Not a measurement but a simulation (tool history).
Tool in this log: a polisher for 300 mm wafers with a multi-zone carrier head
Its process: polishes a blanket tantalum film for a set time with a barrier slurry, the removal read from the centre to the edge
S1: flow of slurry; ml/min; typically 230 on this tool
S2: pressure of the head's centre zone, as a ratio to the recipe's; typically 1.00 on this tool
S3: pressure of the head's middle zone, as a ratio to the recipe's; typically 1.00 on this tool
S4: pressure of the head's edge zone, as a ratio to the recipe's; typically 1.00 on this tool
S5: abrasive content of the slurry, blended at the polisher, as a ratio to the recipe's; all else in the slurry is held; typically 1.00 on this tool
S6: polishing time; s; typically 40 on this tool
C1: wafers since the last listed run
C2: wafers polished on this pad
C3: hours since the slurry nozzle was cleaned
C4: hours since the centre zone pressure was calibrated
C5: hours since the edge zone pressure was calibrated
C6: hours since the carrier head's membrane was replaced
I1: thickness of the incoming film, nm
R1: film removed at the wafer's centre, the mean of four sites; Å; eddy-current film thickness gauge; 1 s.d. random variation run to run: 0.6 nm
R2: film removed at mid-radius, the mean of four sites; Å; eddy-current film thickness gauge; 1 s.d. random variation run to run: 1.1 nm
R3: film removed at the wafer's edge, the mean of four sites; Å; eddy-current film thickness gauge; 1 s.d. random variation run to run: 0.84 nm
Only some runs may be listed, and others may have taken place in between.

run   hour   S1    S2    S3    S4    S5  S6   C1   C2     C3     C4     C5     C6     I1    R1    R2    R3
  1    0.0  230  1.00  1.00  1.00  1.00  40    0  129  147.6  437.9  605.8  883.8  251.2   822   826   866
  2   11.1  230  1.00  1.00  1.00  1.00  40  197  326  158.7  449.0  616.9  894.9  253.3   801   829   857
  3   19.8  230  1.00  1.00  1.00  1.00  40  154  481  167.4  457.7  625.6  903.6  253.9   808   803   844
  4   37.7  290  1.00  1.00  1.05  1.00  40  317  799  185.3  475.6  643.5  921.5  251.4   809   814   891
      44.1  -- worn pad replaced by a new one
  5   47.5  290  1.00  1.00  1.05  1.00  40  102   61  195.1  485.4  653.3  931.3  250.2   843   855   908
      66.0  -- carrier head's membrane replaced by a new one
  6   66.5  290  1.00  1.00  1.05  1.00  40  248  309  214.1  504.4  672.3    0.5  246.3   820   806   902
      73.4  -- centre zone pressure recalibrated
  7   76.2  230  0.94  1.00  1.00  1.00  40  136  446  223.8    2.8  682.0   10.2  249.2   750   800   844
  8   83.0  230  0.94  1.00  1.00  1.00  40  120  567  230.6    9.6  688.8   17.0  252.2   748   789   849
  9   94.9  230  1.00  1.00  0.91  1.00  40  211  778  242.5   21.5  700.7   28.9  252.4   789   780   797
      99.4  -- worn pad replaced by a new one
 10  106.7  230  1.00  1.07  1.00  0.85  40  138  129  254.3   33.3  712.5   40.7  249.3   762   805   804
     118.1  -- edge zone pressure recalibrated
 11  122.7  230  1.00  1.00  1.00  1.00  40  248  378  270.3   49.3    4.6   56.7  251.6   788   779   845
     126.2  -- slurry nozzle cleaned
 12  128.8  255  1.00  1.09  0.92  1.00  50   90  468    2.6   55.4   10.7   62.8  245.2  1032  1128  1042
 13  144.9  290  1.00  1.00  1.05  1.00  40  285  754   18.7   71.5   26.8   78.9  246.9   839   855   915
     152.4  -- worn pad replaced by a new one
 14  154.7  230  1.10  1.00  0.92  1.00  40  102   40   28.5   81.3   36.6   88.7  251.2   927   833   845
 15  175.2  230  1.08  1.00  1.05  1.00  26  363  404   49.0  101.8   57.1  109.2  249.2   573   529   569
 16  184.5  200  1.00  1.11  1.00  1.00  48  165  569   58.3  111.1   66.4  118.5  245.4   968  1037  1025

Pick out some run-to-run changes in R1. Of each, how much would a tool without hidden state show as well, from the settings, what came in and chance, and how much is left for the hidden state and any gauge scatter not in both results compared?
Unlogged tool condition in this case: removal rate lost through wear of the pad, %; slurry flow missing at the pad, %; deviation of the centre zone's pressure from its setpoint, %; deviation of the edge zone's pressure from its setpoint, %.
Run 11 -> 12: S1 230 -> 255, S3 1.00 -> 1.09, S4 1.00 -> 0.92, S6 40 -> 50, slurry nozzle cleaned. R1 +244 Å: hidden state +36, all else +208.
Run 15 -> 16: S1 230 -> 200, S2 1.08 -> 1.00, S3 1.00 -> 1.11, S4 1.05 -> 1.00, S6 26 -> 48. R1 +395 Å: hidden state -28, all else +423.

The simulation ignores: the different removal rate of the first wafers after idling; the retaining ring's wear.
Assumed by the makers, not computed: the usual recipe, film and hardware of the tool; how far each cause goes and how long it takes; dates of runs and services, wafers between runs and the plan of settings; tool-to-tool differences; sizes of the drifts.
